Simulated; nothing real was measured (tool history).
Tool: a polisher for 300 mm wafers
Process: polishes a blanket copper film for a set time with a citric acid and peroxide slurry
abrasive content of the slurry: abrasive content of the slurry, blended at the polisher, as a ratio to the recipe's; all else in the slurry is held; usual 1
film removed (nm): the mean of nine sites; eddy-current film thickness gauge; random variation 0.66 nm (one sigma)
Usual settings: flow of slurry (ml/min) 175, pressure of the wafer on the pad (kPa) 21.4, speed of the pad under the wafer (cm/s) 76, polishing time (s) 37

run	hour	flow of slurry (ml/min)	pressure of the wafer on the pad (kPa)	speed of the pad under the wafer (cm/s)	abrasive content of the slurry	polishing time (s)	incoming thickness of the incoming film, nm	film removed (nm)
1	0	175	21.4	76	1	37	622.3	56.5
2	13.4	175	21.4	76	1	37	621.4	55.7
3	30.3	175	21.4	76	1	37	620.2	53.4
# hour 39.5: worn pad replaced by a new one
4	45.6	175	21.4	76	1	37	632.1	59.9
5	54.5	175	21.4	76	1	37	617.5	60.7
6	72.2	175	21.4	76	1	37	611	59.7
7	78.5	175	21.4	76	1	37	618.1	59.8
# hour 84.6: slurry nozzle cleaned
8	93.3	175	21.4	76	1	37	611.7	66.5
9	101.7	175	21.4	76	1	37	626.5	65.5
10	112.5	175	21.4	76	1	37	615.6	64.1
11	120.8	175	21.4	76	1	37	620.1	61.8
12	138.6	175	21.4	76	1	37	608.7	62.2
13	147.7	175	21.4	76	1	37	627.6	60.8
# hour 157: worn pad replaced by a new one
# hour 171.1: head pressure recalibrated
# hour 175.6: slurry blender recalibrated
14	196.5	195	27.6	76	0.9	37	624.1	79.8
15	210.8	175	21.4	76	1	37	613.9	64.2
16	220.5	175	24.8	52	0.75	37	619.2	46.4
17	231	175	21.4	76	1	37	615	62.8
18	242.6	175	21.4	66	1	37	623.6	52.9
19	260.2	175	18.6	100	1	30	607.2	55.2
# hour 273.6: worn pad replaced by a new one
20	274.1	195	21.4	76	0.75	47	626.2	79.2
21	286.5	175	24.1	76	1.1	37	625.1	72.7
22	302.9	175	21.4	76	1	37	620.9	63.7
23	313.6	190	21.4	76	1	37	612.1	65.4
24	324.1	230	21.4	76	0.7	37	626.9	61.1
25	339.5	175	21.4	62	1	27	610.4	36.6
26	355.3	140	26.2	76	1	27	618.5	48.5
# hour 366.3: slurry blender recalibrated
27	366.8	175	21.4	54	1.3	37	626.9	45.7
# hour 381.6: worn pad replaced by a new one
28	382.1	190	27.6	76	0.7	43	629.6	84.6
29	431.2	175	24.1	76	1	37	612.1	67.2
30	445.3	175	21.4	76	0.85	47	613.4	74.7
31	451.4	175	21.4	76	1	37	612.7	58.5

Forecast each of these 3 alternatives for the next run:
A	451.8	175	21.4	76	1	37	629.1	?
B	451.8	175	21.4	94	1	37	629.1	?
C	451.8	175	24.8	76	1	37	629.1	?

run	film removed (nm)
A	60.2
B	74
C	68.2
Without the tool's hidden state the same runs would have given:
run	film removed (nm)
A	69.3
B	85.2
C	78.5
